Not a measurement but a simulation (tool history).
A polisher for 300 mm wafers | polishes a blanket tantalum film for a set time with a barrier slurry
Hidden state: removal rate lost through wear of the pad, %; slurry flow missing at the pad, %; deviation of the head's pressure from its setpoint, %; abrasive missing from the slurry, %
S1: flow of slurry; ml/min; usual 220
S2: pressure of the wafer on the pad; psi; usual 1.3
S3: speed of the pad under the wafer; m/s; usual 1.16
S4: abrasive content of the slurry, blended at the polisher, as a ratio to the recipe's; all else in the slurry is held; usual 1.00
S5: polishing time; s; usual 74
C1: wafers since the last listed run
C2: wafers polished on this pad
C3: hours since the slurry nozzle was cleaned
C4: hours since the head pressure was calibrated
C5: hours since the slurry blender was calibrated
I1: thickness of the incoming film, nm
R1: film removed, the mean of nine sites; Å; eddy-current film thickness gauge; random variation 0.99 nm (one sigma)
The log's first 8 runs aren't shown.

run,hour,S1,S2,S3,S4,S5,C1,C2,C3,C4,C5,I1,R1
9,196.1,220,1.5,1.16,1.15,74,113,1074,72.9,60.2,255.1,432.7,855
10,216.8,220,1.6,1.16,1.20,74,143,1218,93.6,80.9,275.8,424.7,930
11,251.0,220,1.6,1.16,1.20,74,237,1455,127.8,115.1,310.0,435.8,910
# hour 269.3: slurry blender recalibrated
12,269.8,220,1.3,1.32,0.75,49,116,1572,146.6,133.9,0.5,438.5,485
# hour 287.9: worn pad replaced by a new one, of another model than before
13,290.1,190,1.6,1.16,0.85,97,113,15,166.9,154.2,20.8,429.5,1098
14,325.3,220,1.3,1.16,1.00,74,244,259,202.1,189.4,56.0,433.6,779
# hour 331.6: slurry nozzle cleaned
15,344.0,220,1.3,1.36,1.00,74,122,382,12.4,208.1,74.7,433.4,854
16,356.2,220,1.3,1.16,1.00,74,84,467,24.6,220.3,86.9,431.1,763
17,450.3,220,1.3,1.16,1.00,74,653,1121,118.7,314.4,181.0,429.0,734
18,475.4,290,1.3,1.16,0.85,74,174,1295,143.8,339.5,206.1,422.4,688
19,496.6,220,1.3,1.16,1.00,74,147,1443,165.0,360.7,227.3,429.5,700
# hour 515.1: worn pad replaced by a new one
20,521.1,220,1.0,1.16,1.00,74,142,41,189.5,385.2,251.8,435.9,683
# hour 569.2: slurry nozzle cleaned
21,612.1,220,1.3,1.16,1.30,74,625,667,42.9,476.2,342.8,428.7,797
# hour 638.6: slurry blender recalibrated
22,693.3,265,1.3,1.16,1.00,74,550,1217,124.1,557.4,54.7,425.1,744
23,715.1,220,1.3,1.16,1.00,74,151,1368,145.9,579.2,76.5,432.2,723
24,740.9,220,1.3,1.48,1.00,74,179,1548,171.7,605.0,102.3,425.1,817
# hour 754.3: worn pad replaced by a new one
# hour 773.3: slurry nozzle cleaned
25,773.8,255,1.3,1.16,1.30,74,193,128,0.5,637.9,135.2,433.0,839
26,792.8,220,0.8,1.48,1.00,50,132,260,19.5,656.9,154.2,428.5,486
27,818.4,220,1.6,1.26,0.85,83,177,438,45.1,682.5,179.8,436.5,978
28,833.7,150,1.3,1.50,0.90,74,106,545,60.4,697.8,195.1,437.8,837
29,889.9,220,1.3,1.16,1.00,74,390,935,116.6,754.0,251.3,432.9,726
30,912.6,220,1.6,1.26,0.85,83,157,1093,139.3,776.7,274.0,435.2,930
31,937.3,220,1.3,1.16,0.85,74,171,1264,164.0,801.4,298.7,431.0,688

Forecast each of these 3 alternatives for the next run:
A,937.7,220,1.3,1.16,1.00,74,2,1267,164.4,801.8,299.1,437.3,?
B,937.7,220,1.5,1.16,1.00,74,2,1267,164.4,801.8,299.1,437.3,?
C,937.7,270,1.7,1.16,1.20,74,2,1267,164.4,801.8,299.1,437.3,?

run,R1
A,711
B,769
C,879
Without the tool's hidden state the same runs would have given:
run,R1
A,792
B,856
C,979

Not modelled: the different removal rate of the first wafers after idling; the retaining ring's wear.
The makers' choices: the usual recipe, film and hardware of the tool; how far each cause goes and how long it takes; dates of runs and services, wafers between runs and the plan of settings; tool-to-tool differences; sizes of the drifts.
